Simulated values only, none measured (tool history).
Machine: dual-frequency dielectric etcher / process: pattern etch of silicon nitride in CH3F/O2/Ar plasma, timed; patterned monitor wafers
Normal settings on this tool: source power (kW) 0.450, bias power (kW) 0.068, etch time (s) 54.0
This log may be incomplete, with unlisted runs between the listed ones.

| run | hour | source power (kW) | bias power (kW) | etch time (s) | read-back reference wafer on the same gauge, depth_nm | mean etch depth across the wafer (nm) |
|---|---|---|---|---|---|---|
| 1 | 0.0 | 0.450 | 0.068 | 54.0 | 38.40 | 41.00 |
| 2 | 12.3 | 0.450 | 0.068 | 54.0 | 38.35 | 40.94 |
| 3 | 28.3 | 0.450 | 0.068 | 66.5 | 38.30 | 50.08 |
| 4 | 36.2 | 0.450 | 0.068 | 66.5 | 38.39 | 50.31 |
| 5 | 44.2 | 0.450 | 0.068 | 66.5 | 38.43 | 50.19 |
| 6 | 55.7 | 0.450 | 0.068 | 64.5 | 38.37 | 48.70 |
| 7 | 69.6 | 0.410 | 0.073 | 54.0 | 38.39 | 40.42 |
| 8 | 77.2 | 0.370 | 0.068 | 54.0 | 38.44 | 38.33 |
| 9 | 89.5 | 0.370 | 0.068 | 54.0 | 38.37 | 37.86 |
| 10 | 95.9 | 0.370 | 0.068 | 54.0 | 38.38 | 38.14 |
|  | 114.2 | gauge calibrated |
|  | 120.2 | wet clean of the chamber |
| 11 | 120.7 | 0.450 | 0.068 | 54.0 | 38.35 | 41.62 |
| 12 | 121.1 | 0.450 | 0.068 | 54.0 | 38.36 | 41.72 |
| 13 | 131.5 | 0.450 | 0.068 | 54.0 | 38.32 | 42.26 |
|  | 137.1 | source power generator calibrated |
| 14 | 138.4 | 0.450 | 0.068 | 54.0 | 38.41 | 42.18 |
| 15 | 150.8 | 0.480 | 0.051 | 64.5 | 38.44 | 46.22 |
|  | 161.3 | bias power generator calibrated |
| 16 | 167.2 | 0.370 | 0.063 | 49.5 | 38.39 | 34.57 |
|  | 204.3 | upper electrode replaced |
| 17 | 204.8 | 0.510 | 0.063 | 62.0 | 38.45 | 48.71 |
| 18 | 214.1 | 0.540 | 0.068 | 54.0 | 38.44 | 44.44 |
| 19 | 221.1 | 0.450 | 0.068 | 54.0 | 38.30 | 41.77 |
| 20 | 236.0 | 0.370 | 0.068 | 54.0 | 38.38 | 38.79 |
| 21 | 246.8 | 0.450 | 0.068 | 54.0 | 38.42 | 41.93 |
| 22 | 261.9 | 0.450 | 0.055 | 54.0 | 38.36 | 38.15 |
| 23 | 277.4 | 0.450 | 0.068 | 54.0 | 38.37 | 41.56 |
| 24 | 291.5 | 0.360 | 0.062 | 54.0 | 38.34 | 37.05 |
| 25 | 307.4 | 0.410 | 0.060 | 54.0 | 38.39 | 37.91 |
| 26 | 320.4 | 0.450 | 0.068 | 54.0 | 38.39 | 41.52 |
| 27 | 344.0 | 0.540 | 0.055 | 64.5 | 38.36 | 48.61 |
| 28 | 352.9 | 0.550 | 0.068 | 47.5 | 38.36 | 39.05 |
| 29 | 368.3 | 0.550 | 0.083 | 63.5 | 38.44 | 56.12 |

Below are 4 alternative next runs, each starting from the tool's condition after run 29. Predict each:
| A | 368.7 | 0.450 | 0.054 | 54.0 | ? | ? |
| B | 368.7 | 0.480 | 0.052 | 48.0 | ? | ? |
| C | 368.7 | 0.530 | 0.068 | 63.0 | ? | ? |
| D | 368.7 | 0.450 | 0.060 | 54.0 | ? | ? |

| run | read-back reference wafer on the same gauge, depth_nm | mean etch depth across the wafer (nm) |
|---|---|---|
| A | 38.39 | 37.16 |
| B | 38.39 | 33.31 |
| C | 38.39 | 50.55 |
| D | 38.39 | 38.79 |
Stripped of hidden state, with their random variation kept, the same runs would have yielded:
| run | mean etch depth across the wafer (nm) |
|---|---|
| A | 37.96 |
| B | 34.03 |
| C | 51.64 |
| D | 39.63 |
